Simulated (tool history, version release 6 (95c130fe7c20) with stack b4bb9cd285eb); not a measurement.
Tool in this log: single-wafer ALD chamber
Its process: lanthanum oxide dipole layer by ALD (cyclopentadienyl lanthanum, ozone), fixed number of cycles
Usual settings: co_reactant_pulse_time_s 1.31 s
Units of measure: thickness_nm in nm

run,hour,co_reactant_pulse_time_s,"read-back reference wafer on the same gauge, thickness_nm",thickness_nm
1,0,1.45,0.487,0.5
2,93.1,1.31,0.487,0.488
3,146.6,1.31,0.487,0.487
4,333.5,1.31,0.487,0.486
5,407.5,1.59,0.487,0.511
# hour 426: ozone generator serviced
6,472.1,1.59,0.487,0.515
7,533.5,1.59,0.487,0.514
# hour 593.8: thermocouple changed; heater temperature recalibrated
8,602.3,1.31,0.487,0.492
9,643.1,1.31,0.487,0.492
10,714.6,1.63,0.487,0.516
11,815.5,0.83,0.487,0.406
# hour 848: showerhead replaced
12,908.1,1.52,0.487,0.509
13,974.7,1.31,0.487,0.487
# hour 1011.5: gauge calibrated
14,1072.9,1.31,0.487,0.488
15,1176,1.68,0.487,0.514
16,1272.8,1.78,0.487,0.519
17,1312.9,1.31,0.487,0.487
18,1414.4,1.6,0.487,0.511

Exercise: give the hidden state of the tool at every run:
wafer temperature above the value expected at the setpoint (K): 0 on each run
gauge reads high (%): 0 on each run
H1: ozone dose above that of a generator just serviced (%)
run,H1
1,-8.49
2,-8.62
3,-8.68
4,-8.87
5,-8.93
6,-1.9
7,-2.69
8,-3.49
9,-3.91
10,-4.59
11,-5.41
12,-6.05
13,-6.44
14,-6.95
15,-7.39
16,-7.74
17,-7.86
18,-8.15
